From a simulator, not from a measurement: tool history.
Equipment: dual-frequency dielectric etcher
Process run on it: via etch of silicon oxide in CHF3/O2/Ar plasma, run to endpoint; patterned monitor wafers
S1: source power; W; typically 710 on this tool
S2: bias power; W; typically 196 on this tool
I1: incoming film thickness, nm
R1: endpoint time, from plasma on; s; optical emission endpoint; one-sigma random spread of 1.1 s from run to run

run 1 hour=0.0 | S1=710 S2=221 | I1=710.6 | R1=281.9
run 2 hour=48.7 | S1=710 S2=221 | I1=701.9 | R1=278.2
run 3 hour=59.9 | S1=710 S2=221 | I1=712.5 | R1=280.8
run 4 hour=70.4 | S1=710 S2=196 | I1=707.2 | R1=293.5
run 5 hour=83.1 | S1=710 S2=196 | I1=708.3 | R1=294.3
run 6 hour=99.5 | S1=710 S2=196 | I1=708.8 | R1=293.6
run 7 hour=108.4 | S1=710 S2=196 | I1=704.2 | R1=294.8
run 8 hour=119.8 | S1=710 S2=196 | I1=702.2 | R1=289.6
run 9 hour=126.8 | S1=710 S2=196 | I1=712.4 | R1=295.3
-- hour=136.2 source power generator calibrated
run 10 hour=141.4 | S1=750 S2=196 | I1=698.3 | R1=284.7
-- hour=168.2 upper electrode replaced
-- hour=172.3 wet clean of the chamber
run 11 hour=172.8 | S1=830 S2=234 | I1=706.0 | R1=253.3
run 12 hour=175.4 | S1=710 S2=196 | I1=700.4 | R1=283.3
run 13 hour=187.7 | S1=710 S2=156 | I1=713.3 | R1=316.6
-- hour=222.9 wet clean of the chamber, repeated, since the last time left the tool worse
-- hour=226.7 bias power generator calibrated
run 14 hour=227.2 | S1=850 S2=196 | I1=704.0 | R1=285.9
run 15 hour=227.6 | S1=640 S2=174 | I1=712.7 | R1=331.7
run 16 hour=229.1 | S1=840 S2=174 | I1=706.5 | R1=299.6
run 17 hour=235.8 | S1=600 S2=178 | I1=713.9 | R1=335.9
run 18 hour=250.6 | S1=710 S2=149 | I1=704.5 | R1=336.4
run 19 hour=267.4 | S1=600 S2=167 | I1=710.2 | R1=341.0
run 20 hour=281.8 | S1=750 S2=196 | I1=707.8 | R1=298.8
run 21 hour=291.6 | S1=760 S2=235 | I1=703.0 | R1=272.9
run 22 hour=300.1 | S1=630 S2=155 | I1=706.6 | R1=347.2

Predict each of these 3 candidate next runs independently; none follows another, all start after run 22:
run A hour=300.6 | S1=710 S2=196 | I1=709.0 | R1=?
run B hour=300.6 | S1=570 S2=240 | I1=709.0 | R1=?
run C hour=300.6 | S1=830 S2=160 | I1=709.0 | R1=?

run=A R1=304.8
run=B R1=300.5
run=C R1=314.1
With no hidden state in the tool, these same runs would have given:
run=A R1=305.5
run=B R1=301.2
run=C R1=314.8
